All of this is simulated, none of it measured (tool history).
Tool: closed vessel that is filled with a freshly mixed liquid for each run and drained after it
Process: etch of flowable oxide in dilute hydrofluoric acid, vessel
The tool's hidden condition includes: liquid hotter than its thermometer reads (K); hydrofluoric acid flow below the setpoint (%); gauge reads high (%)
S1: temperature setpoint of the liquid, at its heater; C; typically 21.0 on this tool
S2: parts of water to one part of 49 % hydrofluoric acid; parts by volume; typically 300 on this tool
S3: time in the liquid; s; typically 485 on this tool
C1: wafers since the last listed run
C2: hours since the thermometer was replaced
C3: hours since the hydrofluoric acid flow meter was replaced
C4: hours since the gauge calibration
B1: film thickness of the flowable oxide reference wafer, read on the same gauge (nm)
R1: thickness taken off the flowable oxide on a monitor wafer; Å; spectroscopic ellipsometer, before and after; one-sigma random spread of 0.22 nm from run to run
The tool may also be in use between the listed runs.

run 1 day=0.000 | S1=21.0 S2=300 S3=485 | C1=0 C2=1800.7 C3=510.9 C4=74.1 | B1=69.99 | R1=506.0
run 2 day=0.521 | S1=21.0 S2=300 S3=485 | C1=1095 C2=1813.2 C3=523.4 C4=86.6 | B1=70.04 | R1=501.4
run 3 day=1.083 | S1=21.0 S2=300 S3=485 | C1=1183 C2=1826.7 C3=536.9 C4=100.1 | B1=69.99 | R1=499.1
run 4 day=1.746 | S1=21.0 S2=300 S3=485 | C1=1393 C2=1842.6 C3=552.8 C4=116.0 | B1=69.98 | R1=499.2
run 5 day=2.275 | S1=17.5 S2=300 S3=360 | C1=1112 C2=1855.3 C3=565.5 C4=128.7 | B1=70.03 | R1=322.8
run 6 day=2.929 | S1=21.0 S2=300 S3=485 | C1=1375 C2=1871.0 C3=581.2 C4=144.4 | B1=70.00 | R1=495.7
-- day=3.438 hydrofluoric acid flow meter replaced
-- day=3.458 thermometer replaced
run 7 day=3.625 | S1=21.0 S2=300 S3=485 | C1=1326 C2=4.0 C3=4.5 C4=161.1 | B1=70.01 | R1=550.3
run 8 day=4.262 | S1=21.0 S2=300 S3=485 | C1=1340 C2=19.3 C3=19.8 C4=176.4 | B1=69.99 | R1=553.1
run 9 day=4.912 | S1=19.5 S2=300 S3=590 | C1=1367 C2=34.9 C3=35.4 C4=192.0 | B1=70.04 | R1=628.9
-- day=5.433 gauge calibrated
run 10 day=5.483 | S1=17.5 S2=370 S3=235 | C1=1200 C2=48.6 C3=49.1 C4=1.2 | B1=70.03 | R1=178.7
run 11 day=6.121 | S1=22.5 S2=260 S3=710 | C1=1340 C2=63.9 C3=64.4 C4=16.5 | B1=69.98 | R1=1005.2
run 12 day=6.804 | S1=21.0 S2=300 S3=485 | C1=1437 C2=80.3 C3=80.8 C4=32.9 | B1=69.96 | R1=539.6
run 13 day=7.075 | S1=21.0 S2=300 S3=485 | C1=569 C2=86.8 C3=87.3 C4=39.4 | B1=69.98 | R1=543.9
run 14 day=7.567 | S1=25.5 S2=405 S3=765 | C1=1034 C2=98.6 C3=99.1 C4=51.2 | B1=70.00 | R1=672.2
run 15 day=8.288 | S1=21.0 S2=300 S3=485 | C1=1516 C2=115.9 C3=116.4 C4=68.5 | B1=70.05 | R1=538.5
run 16 day=8.808 | S1=25.5 S2=230 S3=560 | C1=1095 C2=128.4 C3=128.9 C4=81.0 | B1=70.00 | R1=1018.3
run 17 day=9.062 | S1=21.0 S2=420 S3=300 | C1=534 C2=134.5 C3=135.0 C4=87.1 | B1=70.05 | R1=213.7
run 18 day=9.312 | S1=23.0 S2=300 S3=485 | C1=525 C2=140.5 C3=141.0 C4=93.1 | B1=69.99 | R1=580.1

List, for all runs, the conditions of the tool that the log does not record:
liquid hotter than its thermometer reads (K): 0 on each run
gauge reads high (%): 0 on each run
H1: hydrofluoric acid flow below the setpoint (%)
run=1 H1=6.95
run=2 H1=7.11
run=3 H1=7.29
run=4 H1=7.49
run=5 H1=7.65
run=6 H1=7.86
run=7 H1=0.122
run=8 H1=0.319
run=9 H1=0.521
run=10 H1=0.698
run=11 H1=0.895
run=12 H1=1.11
run=13 H1=1.19
run=14 H1=1.34
run=15 H1=1.57
run=16 H1=1.73
run=17 H1=1.81
run=18 H1=1.88
